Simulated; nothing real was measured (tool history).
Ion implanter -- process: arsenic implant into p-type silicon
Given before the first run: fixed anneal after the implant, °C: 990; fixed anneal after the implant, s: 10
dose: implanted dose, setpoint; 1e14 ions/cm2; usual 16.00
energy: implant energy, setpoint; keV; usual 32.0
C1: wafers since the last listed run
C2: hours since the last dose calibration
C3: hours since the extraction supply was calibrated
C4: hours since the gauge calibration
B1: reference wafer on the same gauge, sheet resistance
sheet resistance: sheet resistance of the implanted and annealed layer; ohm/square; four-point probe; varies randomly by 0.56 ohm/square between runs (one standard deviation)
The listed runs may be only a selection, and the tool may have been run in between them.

{"run": 1, "hour": 0.0, "dose": 18.3, "energy": 32.0, "C1": 0, "C2": 1588.6, "C3": 5224.9, "C4": 171.5, "B1": 92.2, "sheet resistance": 95.9}
{"run": 2, "hour": 35.8, "dose": 16.0, "energy": 32.0, "C1": 664, "C2": 1624.4, "C3": 5260.7, "C4": 207.3, "B1": 92.15, "sheet resistance": 99.68}
{"run": 3, "hour": 58.9, "dose": 16.0, "energy": 32.0, "C1": 428, "C2": 1647.5, "C3": 5283.8, "C4": 230.4, "B1": 92.2, "sheet resistance": 99.73}
{"run": 4, "hour": 153.3, "dose": 16.0, "energy": 32.0, "C1": 1753, "C2": 1741.9, "C3": 5378.2, "C4": 324.8, "B1": 92.18, "sheet resistance": 99.06}
{"run": 5, "hour": 175.1, "dose": 17.47, "energy": 32.0, "C1": 404, "C2": 1763.7, "C3": 5400.0, "C4": 346.6, "B1": 92.2, "sheet resistance": 97.34}
{"run": 6, "hour": 205.0, "dose": 17.47, "energy": 32.0, "C1": 555, "C2": 1793.6, "C3": 5429.9, "C4": 376.5, "B1": 92.17, "sheet resistance": 97.64}
{"run": 7, "hour": 218.3, "dose": 17.19, "energy": 32.0, "C1": 246, "C2": 1806.9, "C3": 5443.2, "C4": 389.8, "B1": 92.06, "sheet resistance": 97.46}
{"hour": 222.2, "done": "gauge calibrated"}
{"hour": 228.2, "done": "extraction supply calibrated"}
{"run": 8, "hour": 238.9, "dose": 16.0, "energy": 32.0, "C1": 233, "C2": 1827.5, "C3": 10.7, "C4": 16.7, "B1": 92.22, "sheet resistance": 99.37}
{"run": 9, "hour": 266.6, "dose": 16.0, "energy": 32.0, "C1": 514, "C2": 1855.2, "C3": 38.4, "C4": 44.4, "B1": 92.2, "sheet resistance": 99.16}
{"hour": 282.2, "done": "Faraday cup replaced and dose calibrated"}
{"run": 10, "hour": 286.6, "dose": 20.62, "energy": 37.0, "C1": 222, "C2": 4.4, "C3": 58.4, "C4": 64.4, "B1": 92.24, "sheet resistance": 87.36}
{"run": 11, "hour": 310.3, "dose": 19.0, "energy": 42.0, "C1": 440, "C2": 28.1, "C3": 82.1, "C4": 88.1, "B1": 92.27, "sheet resistance": 84.77}
{"run": 12, "hour": 352.9, "dose": 16.0, "energy": 32.0, "C1": 791, "C2": 70.7, "C3": 124.7, "C4": 130.7, "B1": 92.23, "sheet resistance": 99.9}
{"run": 13, "hour": 373.1, "dose": 14.19, "energy": 22.0, "C1": 375, "C2": 90.9, "C3": 144.9, "C4": 150.9, "B1": 92.17, "sheet resistance": 121.89}
{"run": 14, "hour": 391.9, "dose": 17.47, "energy": 32.0, "C1": 349, "C2": 109.7, "C3": 163.7, "C4": 169.7, "B1": 92.27, "sheet resistance": 96.89}
{"run": 15, "hour": 414.7, "dose": 20.24, "energy": 21.5, "C1": 423, "C2": 132.5, "C3": 186.5, "C4": 192.5, "B1": 92.22, "sheet resistance": 114.64}
{"run": 16, "hour": 428.0, "dose": 18.53, "energy": 42.0, "C1": 246, "C2": 145.8, "C3": 199.8, "C4": 205.8, "B1": 92.24, "sheet resistance": 84.38}
{"run": 17, "hour": 441.7, "dose": 13.84, "energy": 40.0, "C1": 254, "C2": 159.5, "C3": 213.5, "C4": 219.5, "B1": 92.24, "sheet resistance": 95.59}
{"run": 18, "hour": 471.4, "dose": 12.71, "energy": 24.5, "C1": 551, "C2": 189.2, "C3": 243.2, "C4": 249.2, "B1": 92.07, "sheet resistance": 119.6}
{"run": 19, "hour": 505.5, "dose": 14.64, "energy": 25.0, "C1": 633, "C2": 223.3, "C3": 277.3, "C4": 283.3, "B1": 92.23, "sheet resistance": 114.57}

How the hidden state differs across the entries between the runs, from the last listed run before each to the first after it:
After run 7, before run 8: gauge calibrated (hour 222.2); extraction supply calibrated (hour 228.2)
  the hidden state is the same at both runs
After run 9, before run 10: Faraday cup replaced and dose calibrated (hour 282.2)
  the hidden state is the same at both runs
